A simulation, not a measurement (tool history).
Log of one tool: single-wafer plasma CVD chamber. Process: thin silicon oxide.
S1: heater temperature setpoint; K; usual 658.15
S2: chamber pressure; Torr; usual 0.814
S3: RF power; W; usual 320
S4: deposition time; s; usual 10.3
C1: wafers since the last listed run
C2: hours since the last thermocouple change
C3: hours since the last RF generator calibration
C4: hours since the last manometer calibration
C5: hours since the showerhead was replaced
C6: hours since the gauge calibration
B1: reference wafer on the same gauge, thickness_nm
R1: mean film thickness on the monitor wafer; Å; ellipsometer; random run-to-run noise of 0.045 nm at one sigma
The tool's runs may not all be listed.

Run 1, hour 0: usual settings; C1 0; C2 1365.6; C3 916.4; C4 1805.5; C5 4130; C6 76; B1 15.112. Result: R1 180.38 Å.
Run 2, hour 33.7: usual settings; C1 1128; C2 1399.3; C3 950.1; C4 1839.2; C5 4163.7; C6 109.7; B1 15.093. Result: R1 179.77 Å.
Run 3, hour 48.9: usual settings but S2 0.656 Torr, S3 365 W; C1 509; C2 1414.5; C3 965.3; C4 1854.4; C5 4178.9; C6 124.9; B1 15.091. Result: R1 147.16 Å.
Run 4, hour 75.7: usual settings but S2 0.656 Torr, S3 365 W; C1 897; C2 1441.3; C3 992.1; C4 1881.2; C5 4205.7; C6 151.7; B1 15.111. Result: R1 147.16 Å.
Run 5, hour 107.3: usual settings but S2 0.656 Torr, S3 365 W; C1 1058; C2 1472.9; C3 1023.7; C4 1912.8; C5 4237.3; C6 183.3; B1 15.121. Result: R1 146.85 Å.
Run 6, hour 140.1: usual settings but S3 350 W; C1 1098; C2 1505.7; C3 1056.5; C4 1945.6; C5 4270.1; C6 216.1; B1 15.106. Result: R1 183.91 Å.
At hour 162.4: thermocouple changed; heater temperature recalibrated.
Run 7, hour 162.9: usual settings but S3 350 W; C1 495; C2 0.5; C3 1079.3; C4 1968.4; C5 4292.9; C6 238.9; B1 15.095. Result: R1 183.48 Å.
Run 8, hour 211.1: usual settings but S3 350 W; C1 1614; C2 48.7; C3 1127.5; C4 2016.6; C5 4341.1; C6 287.1; B1 15.123. Result: R1 182.13 Å.
At hour 227.9: showerhead replaced.
Run 9, hour 228.4: usual settings but S3 345 W; C1 311; C2 66; C3 1144.8; C4 2033.9; C5 0.5; C6 304.4; B1 15.09. Result: R1 181.62 Å.
Run 10, hour 238.9: usual settings but S1 643.15 K, S2 0.989 Torr, S3 285 W; C1 351; C2 76.5; C3 1155.3; C4 2044.4; C5 11; C6 314.9; B1 15.101. Result: R1 207.84 Å.
Run 11, hour 266.2: usual settings but S1 668.15 K; C1 914; C2 103.8; C3 1182.6; C4 2071.7; C5 38.3; C6 342.2; B1 15.096. Result: R1 176.19 Å.
Run 12, hour 305.5: usual settings but S4 8.9 s; C1 1316; C2 143.1; C3 1221.9; C4 2111; C5 77.6; C6 381.5; B1 15.109. Result: R1 153.52 Å.
At hour 321.6: gauge calibrated.
Run 13, hour 321.8: usual settings; C1 545; C2 159.4; C3 1238.2; C4 2127.3; C5 93.9; C6 0.2; B1 15.09. Result: R1 176.69 Å.
At hour 339.1: RF generator calibrated.
At hour 349.7: capacitance manometer re-zeroed and calibrated.
Run 14, hour 415: usual settings but S1 671.15 K, S2 0.872 Torr, S3 365 W, S4 11.8 s; C1 2585; C2 252.6; C3 75.9; C4 65.3; C5 187.1; C6 93.4; B1 15.094. Result: R1 235.24 Å.
Run 15, hour 445.7: usual settings but S1 653.15 K; C1 1028; C2 283.3; C3 106.6; C4 96; C5 217.8; C6 124.1; B1 15.095. Result: R1 188.64 Å.
Run 16, hour 460.7: usual settings; C1 502; C2 298.3; C3 121.6; C4 111; C5 232.8; C6 139.1; B1 15.091. Result: R1 187.42 Å.

Alternative continuations, all from the tool just after run 16; predict every row:
Run A, hour 461.1: usual settings but S1 663.15 K; C1 13; C2 298.7; C3 122; C4 111.4; C5 233.2; C6 139.5; B1 ?. Result: R1 ?.
Run B, hour 461.1: usual settings but S2 0.632 Torr, S3 340 W; C1 13; C2 298.7; C3 122; C4 111.4; C5 233.2; C6 139.5; B1 ?. Result: R1 ?.
Run C, hour 461.1: usual settings but S1 665.15 K, S4 9.7 s; C1 13; C2 298.7; C3 122; C4 111.4; C5 233.2; C6 139.5; B1 ?. Result: R1 ?.
Run D, hour 461.1: usual settings but S1 666.15 K, S2 0.707 Torr, S3 260 W, S4 11.8 s; C1 13; C2 298.7; C3 122; C4 111.4; C5 233.2; C6 139.5; B1 ?. Result: R1 ?.

run      B1      R1
  A  15.112  187.89
  B  15.112  146.07
  C  15.112  176.71
  D  15.112  174.45
With no hidden state in the tool, these same runs would have given:
run      R1
  A  187.02
  B   145.3
  C  175.88
  D  173.57
